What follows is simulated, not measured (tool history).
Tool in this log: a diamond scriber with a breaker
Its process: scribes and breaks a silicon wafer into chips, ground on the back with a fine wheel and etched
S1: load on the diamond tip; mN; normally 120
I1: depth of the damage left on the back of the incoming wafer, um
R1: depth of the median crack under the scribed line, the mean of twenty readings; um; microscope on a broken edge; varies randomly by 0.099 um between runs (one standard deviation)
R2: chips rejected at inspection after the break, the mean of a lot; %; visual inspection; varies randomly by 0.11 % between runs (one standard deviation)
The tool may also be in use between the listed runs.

{"run": 1, "hour": 0.0, "S1": 141, "I1": 0.53, "R1": 9.72, "R2": 3.18}
{"run": 2, "hour": 85.8, "S1": 120, "I1": 0.38, "R1": 8.9, "R2": 2.77}
{"run": 3, "hour": 171.9, "S1": 120, "I1": 0.34, "R1": 8.44, "R2": 3.84}
{"hour": 218.9, "done": "diamond tip replaced by a new one"}
{"run": 4, "hour": 223.6, "S1": 120, "I1": 0.79, "R1": 9.31, "R2": 1.58}
{"run": 5, "hour": 288.3, "S1": 120, "I1": 0.6, "R1": 9.06, "R2": 1.41}
{"hour": 304.4, "done": "load on the tip recalibrated"}
{"run": 6, "hour": 347.4, "S1": 120, "I1": 0.56, "R1": 9.23, "R2": 1.5}
{"run": 7, "hour": 425.0, "S1": 107, "I1": 0.47, "R1": 8.41, "R2": 4.1}
{"run": 8, "hour": 605.9, "S1": 107, "I1": 0.3, "R1": 8.06, "R2": 6.67}
{"hour": 678.5, "done": "diamond tip replaced by a new one"}
{"run": 9, "hour": 690.2, "S1": 120, "I1": 0.47, "R1": 9.14, "R2": 1.55}
{"run": 10, "hour": 781.1, "S1": 120, "I1": 0.54, "R1": 9.19, "R2": 1.39}
{"run": 11, "hour": 835.0, "S1": 120, "I1": 0.31, "R1": 9.01, "R2": 1.59}
{"run": 12, "hour": 935.3, "S1": 120, "I1": 0.34, "R1": 8.92, "R2": 1.81}
{"run": 13, "hour": 1035.1, "S1": 120, "I1": 0.6, "R1": 8.69, "R2": 2.1}
{"run": 14, "hour": 1072.3, "S1": 120, "I1": 0.67, "R1": 8.88, "R2": 2.02}
{"hour": 1113.8, "done": "diamond tip replaced by a new one"}
{"run": 15, "hour": 1116.5, "S1": 120, "I1": 0.34, "R1": 9.23, "R2": 1.55}
{"run": 16, "hour": 1188.5, "S1": 97, "I1": 0.54, "R1": 7.96, "R2": 9.06}
{"run": 17, "hour": 1231.2, "S1": 145, "I1": 0.73, "R1": 10.44, "R2": 7.4}
{"run": 18, "hour": 1303.9, "S1": 120, "I1": 0.59, "R1": 9.15, "R2": 1.6}
{"run": 19, "hour": 1362.1, "S1": 139, "I1": 0.4, "R1": 9.77, "R2": 3.62}
{"run": 20, "hour": 1406.1, "S1": 86, "I1": 0.75, "R1": 7.04, "R2": 20.01}
{"run": 21, "hour": 1449.9, "S1": 120, "I1": 0.59, "R1": 9.14, "R2": 1.64}
{"run": 22, "hour": 1486.6, "S1": 120, "I1": 0.34, "R1": 8.84, "R2": 2.01}
{"run": 23, "hour": 1557.4, "S1": 130, "I1": 0.39, "R1": 9.31, "R2": 1.39}
{"hour": 1682.8, "done": "diamond tip replaced by a new one"}
{"hour": 1845.6, "done": "load on the tip recalibrated"}
{"run": 24, "hour": 1846.1, "S1": 120, "I1": 0.38, "R1": 9.17, "R2": 1.36}
{"run": 25, "hour": 1889.9, "S1": 132, "I1": 0.55, "R1": 9.59, "R2": 2.13}

Run 26 is up next; what results do you expect?
{"run": 26, "hour": 1986.4, "S1": 87, "I1": 0.7, "R1": "?", "R2": "?"}

{"run 26": {"R1": 7.21, "R2": 23.04}}
Without the tool's hidden state the same run would have given R1 7.47 um, R2 18.09 %.
